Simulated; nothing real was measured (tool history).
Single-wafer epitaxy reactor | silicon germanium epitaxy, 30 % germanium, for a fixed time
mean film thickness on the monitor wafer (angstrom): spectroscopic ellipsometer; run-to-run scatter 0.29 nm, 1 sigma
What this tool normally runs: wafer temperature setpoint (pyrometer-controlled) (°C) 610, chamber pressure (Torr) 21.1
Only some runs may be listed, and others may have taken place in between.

run     day  wafer temperature setpoint (pyrometer-controlled) (°C)  chamber pressure (Torr)  wafers since the last listed run  hours since the last pyrometer calibration  hours since the last manometer calibration  hours since the showerhead was replaced  hours since the gauge calibration  read-back reference wafer on the same gauge, thickness_nm  mean film thickness on the monitor wafer (angstrom)
  1       0                                                     610                     21.1                                 0                                      2628.7                                      1598.6                                   6136.1                              262.4                                                     74.622                                               737.19
      0.304  -- gauge calibrated
  2   0.404                                                     610                     21.1                               146                                      2638.4                                      1608.3                                   6145.8                                2.4                                                     74.497                                               742.56
  3   0.821                                                     610                     21.1                               150                                      2648.4                                      1618.3                                   6155.8                               12.4                                                     74.764                                               740.39
  4     1.2                                                     617                     19.5                               137                                      2657.5                                      1627.4                                   6164.9                               21.5                                                     74.667                                               822.43
  5   1.912                                                     617                     19.5                               257                                      2674.6                                      1644.5                                     6182                               38.6                                                     74.621                                               819.38
  6   2.208                                                     606                     21.1                               107                                      2681.7                                      1651.6                                   6189.1                               45.7                                                     74.618                                               688.08
  7   2.692                                                     610                     21.1                               174                                      2693.3                                      1663.2                                   6200.7                               57.3                                                     74.606                                               738.41
      3.354  -- showerhead replaced
  8   3.375                                                     618                     18.7                               126                                      2709.7                                      1679.6                                      0.5                               73.7                                                      74.68                                               821.07
  9   3.742                                                     602                     21.1                               132                                      2718.5                                      1688.4                                      9.3                               82.5                                                     74.635                                               627.31
       4.55  -- pyrometer calibrated
 10   4.571                                                     602                     21.1                               179                                         0.5                                      1708.3                                     29.2                              102.4                                                     74.614                                               492.04
 11   4.971                                                     602                     21.1                               144                                        10.1                                      1717.9                                     38.8                                112                                                     74.709                                               491.73
 12   5.667                                                     610                     21.1                               251                                        26.8                                      1734.6                                     55.5                              128.7                                                     74.675                                               589.83
 13   6.158                                                     610                     21.1                               177                                        38.6                                      1746.4                                     67.3                              140.5                                                     74.805                                               587.55
 14   6.854                                                     610                     21.1                               251                                        55.3                                      1763.1                                       84                              157.2                                                     74.632                                               588.79
 15   7.225                                                     610                     21.1                               134                                        64.2                                        1772                                     92.9                              166.1                                                     74.497                                               587.07
 16   7.629                                                     604                     23.9                               146                                        73.9                                      1781.7                                    102.6                              175.8                                                     74.604                                               551.24
 17   8.229                                                     610                     21.1                               217                                        88.3                                      1796.1                                      117                              190.2                                                     74.813                                               589.52
 18   8.808                                                     622                     26.2                               209                                       102.2                                        1810                                    130.9                              204.1                                                      74.75                                               830.09
      9.338  -- pyrometer calibrated, repeated, since the last time left the tool worse
 19   9.404                                                     602                     17.2                                94                                         1.6                                      1824.3                                    145.2                              218.4                                                     74.603                                               524.93
 20   9.788                                                     622                     23.1                               138                                        10.8                                      1833.5                                    154.4                              227.6                                                     74.576                                               892.11
     10.258  -- capacitance manometer re-zeroed and calibrated
 21  10.279                                                     599                     26.1                                57                                        22.6                                         0.5                                    166.2                              239.4                                                     74.667                                               589.55
 22  10.512                                                     610                     21.1                                84                                        28.2                                         6.1                                    171.8                                245                                                     74.759                                                675.4
     10.583  -- gauge calibrated
 23    11.1                                                     615                     16.3                               212                                        42.3                                        20.2                                    185.9                               12.4                                                     74.758                                               666.07
 24  11.404                                                     610                     21.1                               110                                        49.6                                        27.5                                    193.2                               19.7                                                     74.658                                               680.05
 25  11.858                                                     610                     23.2                               164                                        60.5                                        38.4                                    204.1                               30.6                                                     74.616                                               709.44
 26  12.396                                                     596                     19.7                               194                                        73.4                                        51.3                                      217                               43.5                                                     74.584                                               497.81
 27  12.833                                                     606                     23.8                               158                                        83.9                                        61.8                                    227.5                                 54                                                     74.561                                               659.68
 28    13.1                                                     601                     21.1                                96                                        90.3                                        68.2                                    233.9                               60.4                                                     74.823                                               564.91
 29   13.45                                                     602                     21.1                               126                                        98.7                                        76.6                                    242.3                               68.8                                                     74.748                                               579.42
 30  13.992                                                     622                     26.2                               196                                       111.7                                        89.6                                    255.3                               81.8                                                     74.822                                               952.67
 31  14.533                                                     610                       18                               196                                       124.7                                       102.6                                    268.3                               94.8                                                     74.757                                               640.61
 32  14.929                                                     623                     22.8                               143                                       134.2                                       112.1                                    277.8                              104.3                                                     74.564                                               918.87
 33  15.542                                                     606                     22.7                               221                                       148.9                                       126.8                                    292.5                                119                                                     74.813                                               649.93
 34  16.088                                                     610                     21.1                               197                                         162                                       139.9                                    305.6                              132.1                                                     74.645                                               686.94
 35  16.758                                                     598                     17.8                               242                                       178.1                                         156                                    321.7                              148.2                                                     74.684                                               499.32
 36  17.067                                                     610                     25.7                               111                                       185.5                                       163.4                                    329.1                              155.6                                                     74.754                                               747.48

Run by run, hidden condition taken away, random variation retained:
The tool's hidden condition here consists of: wafer temperature above the value expected at the setpoint (K); true pressure above the setpoint (%); gauge reads high (%).
run  mean film thickness on the monitor wafer (angstrom)
  1                                               683.11
  2                                               688.04
  3                                               685.99
  4                                               762.98
  5                                               760.07
  6                                               636.87
  7                                               683.95
  8                                               761.62
  9                                               580.02
 10                                                579.6
 11                                               578.58
 12                                               690.38
 13                                               686.82
 14                                               687.01
 15                                               684.35
 16                                               643.45
 17                                               685.45
 18                                               959.41
 19                                               533.96
 20                                               905.77
 21                                               598.33
 22                                               684.75
 23                                               674.15
 24                                               687.87
 25                                               716.77
 26                                               502.43
 27                                               664.92
 28                                               569.08
 29                                               583.17
 30                                               957.31
 31                                                  643
 32                                               921.35
 33                                               650.83
 34                                               687.02
 35                                                498.6
 36                                               745.92
